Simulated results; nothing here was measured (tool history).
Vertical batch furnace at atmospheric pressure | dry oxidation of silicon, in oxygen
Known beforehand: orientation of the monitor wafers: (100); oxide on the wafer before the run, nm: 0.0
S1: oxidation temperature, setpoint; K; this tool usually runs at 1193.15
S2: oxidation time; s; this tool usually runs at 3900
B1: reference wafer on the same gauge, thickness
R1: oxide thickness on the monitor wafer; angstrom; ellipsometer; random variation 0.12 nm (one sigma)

run 1 day=0 | S1=1193.15 S2=3900 | B1=26.28 | R1=240.7
run 2 day=0.842 | S1=1193.15 S2=3900 | B1=26.32 | R1=239.2
run 3 day=1.875 | S1=1193.15 S2=3900 | B1=26.31 | R1=239.9
run 4 day=2.425 | S1=1193.15 S2=3900 | B1=26.28 | R1=238.9
run 5 day=3.117 | S1=1193.15 S2=3900 | B1=26.27 | R1=239.6
run 6 day=3.762 | S1=1193.15 S2=3900 | B1=26.31 | R1=239.6
run 7 day=5.258 | S1=1193.15 S2=2730 | B1=26.33 | R1=190.2
-- day=6.896 thermocouples replaced and temperature profile calibrated
run 8 day=6.917 | S1=1204.15 S2=5040 | B1=26.3 | R1=315.4
run 9 day=7.112 | S1=1204.15 S2=5040 | B1=26.29 | R1=317.7
run 10 day=8.354 | S1=1193.15 S2=3900 | B1=26.3 | R1=239.4
run 11 day=9.412 | S1=1193.15 S2=3900 | B1=26.28 | R1=237.6
run 12 day=9.925 | S1=1193.15 S2=3900 | B1=26.33 | R1=239.9
run 13 day=11.304 | S1=1193.15 S2=3900 | B1=26.27 | R1=238.6
run 14 day=15.012 | S1=1193.15 S2=3900 | B1=26.3 | R1=239.7
run 15 day=15.65 | S1=1185.15 S2=2670 | B1=26.29 | R1=172.3
run 16 day=16.792 | S1=1175.15 S2=4440 | B1=26.31 | R1=218.6
run 17 day=17.996 | S1=1193.15 S2=3900 | B1=26.28 | R1=239.3
run 18 day=19.025 | S1=1193.15 S2=3900 | B1=26.28 | R1=237.1
run 19 day=19.538 | S1=1216.15 S2=3000 | B1=26.3 | R1=251.6
run 20 day=20.588 | S1=1173.15 S2=3900 | B1=26.27 | R1=195.5
run 21 day=21.358 | S1=1193.15 S2=3900 | B1=26.31 | R1=236.9
run 22 day=24.029 | S1=1182.15 S2=3900 | B1=26.28 | R1=215.8
-- day=24.483 gauge calibrated
run 23 day=25.254 | S1=1193.15 S2=3900 | B1=26.28 | R1=237.9
-- day=26.812 boat lift adjusted
run 24 day=26.833 | S1=1182.15 S2=3900 | B1=26.29 | R1=221.6
run 25 day=27.029 | S1=1193.15 S2=3900 | B1=26.28 | R1=246.9
run 26 day=27.896 | S1=1216.15 S2=3150 | B1=26.3 | R1=271.2
run 27 day=30.779 | S1=1193.15 S2=3180 | B1=26.29 | R1=215.9
run 28 day=32.15 | S1=1193.15 S2=3900 | B1=26.3 | R1=248.4
run 29 day=35.862 | S1=1193.15 S2=3900 | B1=26.26 | R1=249.3
run 30 day=36.971 | S1=1205.15 S2=4560 | B1=26.27 | R1=308.7
run 31 day=38.188 | S1=1185.15 S2=2280 | B1=26.28 | R1=160.1
run 32 day=39.442 | S1=1181.15 S2=5400 | B1=26.28 | R1=275.2
run 33 day=40.833 | S1=1174.15 S2=5400 | B1=26.29 | R1=253.8
run 34 day=41.558 | S1=1201.15 S2=3030 | B1=26.3 | R1=226.5
run 35 day=42.275 | S1=1213.15 S2=5130 | B1=26.29 | R1=364.5
run 36 day=43.475 | S1=1206.15 S2=5520 | B1=26.28 | R1=352.6
run 37 day=44.538 | S1=1210.15 S2=2130 | B1=26.3 | R1=195.8
run 38 day=45.442 | S1=1193.15 S2=3900 | B1=26.26 | R1=245.3

Pick out some run-to-run changes in R1. Of each, how much would a tool without hidden state show as well, from the settings, what came in and chance, and how much is left for the hidden state and any gauge scatter not in both results compared?
What the log doesn't record here: true tube temperature minus thermocouple reading, K; monitor wafer colder than the profiled boat position, K; gauge reads high (%).
Run 7 -> 8: S1 1193.15 -> 1204.15, S2 2730 -> 5040, thermocouples replaced and temperature profile calibrated. R1 +125.2 angstrom: hidden state -4.8, all else +130.
Run 9 -> 10: S1 1204.15 -> 1193.15, S2 5040 -> 3900. R1 -78.3 angstrom: hidden state +2.9, all else -81.2.
Run 23 -> 24: S1 1193.15 -> 1182.15, boat lift adjusted. R1 -16.3 angstrom: hidden state +9.2, all else -25.5.
Run 30 -> 31: S1 1205.15 -> 1185.15, S2 4560 -> 2280. R1 -148.6 angstrom: hidden state +0.5, all else -149.1.
Run 34 -> 35: S1 1201.15 -> 1213.15, S2 3030 -> 5130. R1 +138 angstrom: hidden state -0.9, all else +138.9.
Run 36 -> 37: S1 1206.15 -> 1210.15, S2 5520 -> 2130. R1 -156.8 angstrom: hidden state +0.8, all else -157.6.
